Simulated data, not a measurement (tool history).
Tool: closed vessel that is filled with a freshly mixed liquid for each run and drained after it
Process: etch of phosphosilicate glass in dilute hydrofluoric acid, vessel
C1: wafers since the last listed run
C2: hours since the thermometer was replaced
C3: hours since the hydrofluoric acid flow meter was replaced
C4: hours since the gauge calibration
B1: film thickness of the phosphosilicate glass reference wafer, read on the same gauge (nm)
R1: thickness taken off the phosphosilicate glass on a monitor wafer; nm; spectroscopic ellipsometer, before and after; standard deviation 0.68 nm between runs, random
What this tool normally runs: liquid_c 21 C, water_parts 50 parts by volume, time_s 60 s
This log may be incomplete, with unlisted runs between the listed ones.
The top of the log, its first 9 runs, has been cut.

Run 10, hour 783.1: usual settings but liquid_c 17.5 C, water_parts 65 parts by volume; C1 9212; C2 219.4; C3 891.8; C4 2218.2; B1 50.05. Result: R1 73.78 nm.
Run 11, hour 873.7: usual settings; C1 7972; C2 310; C3 982.4; C4 2308.8; B1 50.01. Result: R1 113.7 nm.
At hour 883.9: hydrofluoric acid flow meter replaced.
Run 12, hour 919.1: usual settings but water_parts 35 parts by volume, time_s 45 s; C1 3906; C2 355.4; C3 35.2; C4 2354.2; B1 50.05. Result: R1 115.48 nm.
Run 13, hour 996.3: usual settings but water_parts 70 parts by volume; C1 6793; C2 432.6; C3 112.4; C4 2431.4; B1 49.99. Result: R1 74.1 nm.
At hour 1047: gauge calibrated.
Run 14, hour 1103.2: usual settings but liquid_c 26 C, water_parts 35 parts by volume, time_s 40 s; C1 9406; C2 539.5; C3 219.3; C4 56.2; B1 50.01. Result: R1 130.01 nm.
Run 15, hour 1210.6: usual settings; C1 9450; C2 646.9; C3 326.7; C4 163.6; B1 50.01. Result: R1 108.3 nm.
Run 16, hour 1247.9: usual settings; C1 3282; C2 684.2; C3 364; C4 200.9; B1 50. Result: R1 108.32 nm.
Run 17, hour 1328.3: usual settings but water_parts 30 parts by volume; C1 7074; C2 764.6; C3 444.4; C4 281.3; B1 50.02. Result: R1 186.94 nm.
Run 18, hour 1427.8: usual settings but liquid_c 23.5 C, water_parts 60 parts by volume; C1 8755; C2 864.1; C3 543.9; C4 380.8; B1 49.99. Result: R1 100.43 nm.
At hour 1452.4: thermometer replaced.
Run 19, hour 1472.6: usual settings but water_parts 30 parts by volume; C1 3854; C2 20.2; C3 588.7; C4 425.6; B1 49.99. Result: R1 188.28 nm.
Run 20, hour 1529.3: usual settings but liquid_c 17 C, water_parts 30 parts by volume, time_s 30 s; C1 4989; C2 76.9; C3 645.4; C4 482.3; B1 50.01. Result: R1 79.65 nm.
Run 21, hour 1602.9: usual settings but liquid_c 18 C; C1 6476; C2 150.5; C3 719; C4 555.9; B1 49.98. Result: R1 98.41 nm.
Run 22, hour 1701.2: usual settings; C1 8649; C2 248.8; C3 817.3; C4 654.2; B1 50. Result: R1 113.07 nm.
Run 23, hour 1778.8: usual settings; C1 6828; C2 326.4; C3 894.9; C4 731.8; B1 50. Result: R1 113.23 nm.
Run 24, hour 1874.7: usual settings but time_s 50 s; C1 8438; C2 422.3; C3 990.8; C4 827.7; B1 49.96. Result: R1 94.26 nm.
Run 25, hour 1974: usual settings but water_parts 65 parts by volume; C1 8737; C2 521.6; C3 1090.1; C4 927; B1 50. Result: R1 86.38 nm.
At hour 2007.2: hydrofluoric acid flow meter replaced.
Run 26, hour 2043.9: usual settings but liquid_c 22.5 C, water_parts 35 parts by volume, time_s 75 s; C1 6062; C2 591.5; C3 36.7; C4 996.9; B1 50.03. Result: R1 204.86 nm.
Run 27, hour 2114.3: usual settings but liquid_c 24 C, water_parts 70 parts by volume, time_s 30 s; C1 6194; C2 661.9; C3 107.1; C4 1067.3; B1 49.99. Result: R1 42.4 nm.
Run 28, hour 2211.7: usual settings but time_s 35 s; C1 8570; C2 759.3; C3 204.5; C4 1164.7; B1 49.97. Result: R1 63.07 nm.
Run 29, hour 2311.7: usual settings but water_parts 75 parts by volume, time_s 30 s; C1 8799; C2 859.3; C3 304.5; C4 1264.7; B1 50.01. Result: R1 34.99 nm.
Run 30, hour 2349.3: usual settings; C1 3308; C2 896.9; C3 342.1; C4 1302.3; B1 50.01. Result: R1 108.92 nm.
Run 31, hour 2420.9: usual settings; C1 6300; C2 968.5; C3 413.7; C4 1373.9; B1 50. Result: R1 107.8 nm.
At hour 2426.1: thermometer replaced.
Run 32, hour 2509.9: usual settings but water_parts 40 parts by volume, time_s 40 s; C1 7743; C2 83.8; C3 502.7; C4 1462.9; B1 49.97. Result: R1 91.85 nm.

Each row is a separate what-if for the run after 32, all from the same tool condition, not one after another. Results?
Run A, hour 2510.6: usual settings; C1 61; C2 84.5; C3 503.4; C4 1463.6; B1 ?. Result: R1 ?.
Run B, hour 2510.6: usual settings but liquid_c 25.5 C, water_parts 65 parts by volume; C1 61; C2 84.5; C3 503.4; C4 1463.6; B1 ?. Result: R1 ?.
Run C, hour 2510.6: usual settings but liquid_c 23.5 C, water_parts 65 parts by volume, time_s 45 s; C1 61; C2 84.5; C3 503.4; C4 1463.6; B1 ?. Result: R1 ?.
Run D, hour 2510.6: usual settings but liquid_c 26 C, water_parts 70 parts by volume, time_s 70 s; C1 61; C2 84.5; C3 503.4; C4 1463.6; B1 ?. Result: R1 ?.

run     B1      R1
  A  49.96  110.96
  B  49.96  100.83
  C  49.96   69.73
  D  49.96  110.73
What these runs would have given with no unlogged condition in the tool:
run      R1
  A  107.34
  B   97.47
  C   67.41
  D     107
